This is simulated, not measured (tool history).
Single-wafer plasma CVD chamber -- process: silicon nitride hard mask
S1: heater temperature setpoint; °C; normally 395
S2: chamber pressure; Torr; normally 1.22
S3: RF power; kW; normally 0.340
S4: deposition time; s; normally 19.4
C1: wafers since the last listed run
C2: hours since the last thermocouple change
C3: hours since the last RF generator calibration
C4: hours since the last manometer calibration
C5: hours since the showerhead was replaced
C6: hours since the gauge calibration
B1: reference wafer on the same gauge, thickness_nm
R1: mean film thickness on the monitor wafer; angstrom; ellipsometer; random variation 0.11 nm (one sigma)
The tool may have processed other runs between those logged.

run     day   S1    S2     S3    S4    C1      C2      C3      C4      C5      C6      B1      R1
  1   0.000  395  1.07  0.305  19.4     0  2019.2   628.8  1333.1  5996.4  1224.9  26.731  218.23
      0.579  -- gauge calibrated
  2   3.825  395  1.07  0.305  19.4  3235  2111.0   720.6  1424.9  6088.2    77.9  26.693  218.55
  3   5.629  395  1.07  0.305  19.4  1525  2154.3   763.9  1468.2  6131.5   121.2  26.668  218.11
  4   6.896  395  1.22  0.340  18.2  1071  2184.7   794.3  1498.6  6161.9   151.6  26.691  222.85
  5  14.842  395  1.22  0.340  18.2  6720  2375.4   985.0  1689.3  6352.6   342.3  26.671  223.07
     15.371  -- thermocouple changed; heater temperature recalibrated
  6  16.779  395  1.22  0.340  19.4  1356    33.8  1031.5  1735.8  6399.1   388.8  26.675  237.47
     17.117  -- RF generator calibrated
  7  19.346  403  1.22  0.340  19.4  1888    95.4    53.5  1797.4  6460.7   450.4  26.711  244.40
  8  23.129  395  1.22  0.340  19.4  3199   186.2   144.3  1888.2  6551.5   541.2  26.705  244.87
  9  24.675  395  1.22  0.340  19.4  1307   223.3   181.4  1925.3  6588.6   578.3  26.702  241.76
 10  26.067  395  1.22  0.340  19.4  1177   256.7   214.8  1958.7  6622.0   611.7  26.693  241.92
     26.975  -- showerhead replaced
 11  28.746  395  1.22  0.360  17.1  1983   321.0   279.1  2023.0    42.5   676.0  26.680  218.31
 12  29.900  390  1.08  0.380  22.8   976   348.7   306.8  2050.7    70.2   703.7  26.724  292.39
 13  31.162  404  1.22  0.340  22.1  1067   379.0   337.1  2081.0   100.5   734.0  26.724  274.65
 14  32.779  395  1.22  0.340  19.4  1367   417.8   375.9  2119.8   139.3   772.8  26.730  240.34
 15  34.967  405  1.30  0.280  23.0  1850   470.3   428.4  2172.3   191.8   825.3  26.682  262.75
     38.300  -- capacitance manometer re-zeroed and calibrated
 16  43.304  408  1.38  0.340  22.0  6769   670.4   628.5   120.1   391.9  1025.4  26.674  277.69
 17  44.612  395  1.22  0.340  19.4  1106   701.8   659.9   151.5   423.3  1056.8  26.702  242.04
 18  45.717  395  1.05  0.280  19.4   933   728.3   686.4   178.0   449.8  1083.3  26.686  211.03
     48.329  -- gauge calibrated
 19  48.408  391  1.22  0.340  19.4  2276   792.9   751.0   242.6   514.4     1.9  26.661  239.64
 20  49.638  395  1.51  0.340  19.4  1039   822.4   780.5   272.1   543.9    31.4  26.696  249.08
 21  51.717  400  1.12  0.295  22.1  1758   872.3   830.4   322.0   593.8    81.3  26.710  250.52
 22  54.712  406  1.08  0.325  19.4  2533   944.2   902.3   393.9   665.7   153.2  26.708  228.27
 23  55.942  395  0.95  0.385  15.9  1039   973.7   931.8   423.4   695.2   182.7  26.665  195.47
 24  57.375  395  1.01  0.355  19.4  1212  1008.1   966.2   457.8   729.6   217.1  26.686  233.64
 25  59.717  389  1.22  0.340  19.4  1980  1064.3  1022.4   514.0   785.8   273.3  26.715  238.84
 26  62.167  403  0.95  0.340  19.4  2072  1123.1  1081.2   572.8   844.6   332.1  26.694  224.33
     64.983  -- RF generator calibrated
 27  65.004  395  1.48  0.395  19.4  2117  1191.2     0.5   640.9   912.7   400.2  26.698  276.11
 28  67.696  395  1.22  0.340  15.6  2276  1255.8    65.1   705.5   977.3   464.8  26.677  195.31
 29  71.904  395  1.22  0.340  19.4  3559  1356.8   166.1   806.5  1078.3   565.8  26.732  241.64

Alternative continuations, all from the tool just after run 29; predict every row:
  A  71.921  395  1.22  0.340  19.4  14  1357.2  166.5  806.9  1078.7  566.2   ?   ?
  B  71.921  395  1.22  0.340  17.0  14  1357.2  166.5  806.9  1078.7  566.2   ?   ?
  C  71.921  395  1.00  0.340  21.7  14  1357.2  166.5  806.9  1078.7  566.2   ?   ?

run      B1      R1
  A  26.739  244.26
  B  26.739  214.11
  C  26.739  260.83
Without the tool's hidden state the same runs would have given:
run      R1
  A  248.76
  B  218.05
  C  265.64

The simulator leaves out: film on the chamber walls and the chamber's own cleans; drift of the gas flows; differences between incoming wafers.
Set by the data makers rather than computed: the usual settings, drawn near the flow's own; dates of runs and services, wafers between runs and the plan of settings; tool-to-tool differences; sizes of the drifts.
